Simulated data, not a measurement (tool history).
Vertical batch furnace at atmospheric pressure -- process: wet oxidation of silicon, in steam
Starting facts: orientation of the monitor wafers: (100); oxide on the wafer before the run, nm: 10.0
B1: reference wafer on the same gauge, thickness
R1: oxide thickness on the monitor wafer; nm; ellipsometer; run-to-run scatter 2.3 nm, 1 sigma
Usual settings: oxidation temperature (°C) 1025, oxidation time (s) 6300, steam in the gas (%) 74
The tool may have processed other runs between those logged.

{"run": 1, "day": 0.0, "oxidation temperature (°C)": 1025, "oxidation time (s)": 3930, "steam in the gas (%)": 74, "B1": 591.78, "R1": 450.07}
{"run": 2, "day": 1.617, "oxidation temperature (°C)": 1025, "oxidation time (s)": 6300, "steam in the gas (%)": 74, "B1": 591.9, "R1": 601.11}
{"run": 3, "day": 4.575, "oxidation temperature (°C)": 1025, "oxidation time (s)": 6300, "steam in the gas (%)": 74, "B1": 590.87, "R1": 604.98}
{"run": 4, "day": 6.858, "oxidation temperature (°C)": 1025, "oxidation time (s)": 6300, "steam in the gas (%)": 74, "B1": 591.21, "R1": 603.32}
{"run": 5, "day": 9.588, "oxidation temperature (°C)": 1025, "oxidation time (s)": 6300, "steam in the gas (%)": 74, "B1": 591.51, "R1": 603.25}
{"run": 6, "day": 12.758, "oxidation temperature (°C)": 1025, "oxidation time (s)": 6300, "steam in the gas (%)": 74, "B1": 592.25, "R1": 600.83}
{"run": 7, "day": 14.846, "oxidation temperature (°C)": 1025, "oxidation time (s)": 6300, "steam in the gas (%)": 74, "B1": 592.93, "R1": 602.68}
{"day": 17.05, "done": "steam generator serviced"}
{"run": 8, "day": 18.608, "oxidation temperature (°C)": 1025, "oxidation time (s)": 6300, "steam in the gas (%)": 74, "B1": 592.04, "R1": 603.12}
{"day": 22.396, "done": "thermocouples replaced and temperature profile calibrated"}
{"run": 9, "day": 22.758, "oxidation temperature (°C)": 1025, "oxidation time (s)": 8250, "steam in the gas (%)": 74, "B1": 591.09, "R1": 711.54}
{"day": 25.388, "done": "gauge calibrated"}
{"run": 10, "day": 27.179, "oxidation temperature (°C)": 1025, "oxidation time (s)": 9270, "steam in the gas (%)": 65, "B1": 591.75, "R1": 709.77}
{"run": 11, "day": 31.3, "oxidation temperature (°C)": 1004, "oxidation time (s)": 6300, "steam in the gas (%)": 82, "B1": 592.2, "R1": 565.32}
{"run": 12, "day": 35.283, "oxidation temperature (°C)": 1025, "oxidation time (s)": 6300, "steam in the gas (%)": 74, "B1": 591.95, "R1": 601.23}

Run 13 has not been measured yet. What should we expect?
{"run": 13, "day": 36.833, "oxidation temperature (°C)": 1008, "oxidation time (s)": 3570, "steam in the gas (%)": 74, "B1": "?", "R1": "?"}

B1: 591.7
R1: 375.67 nm
The same run, on a tool lacking any hidden state, would have yielded R1 375.67 nm.
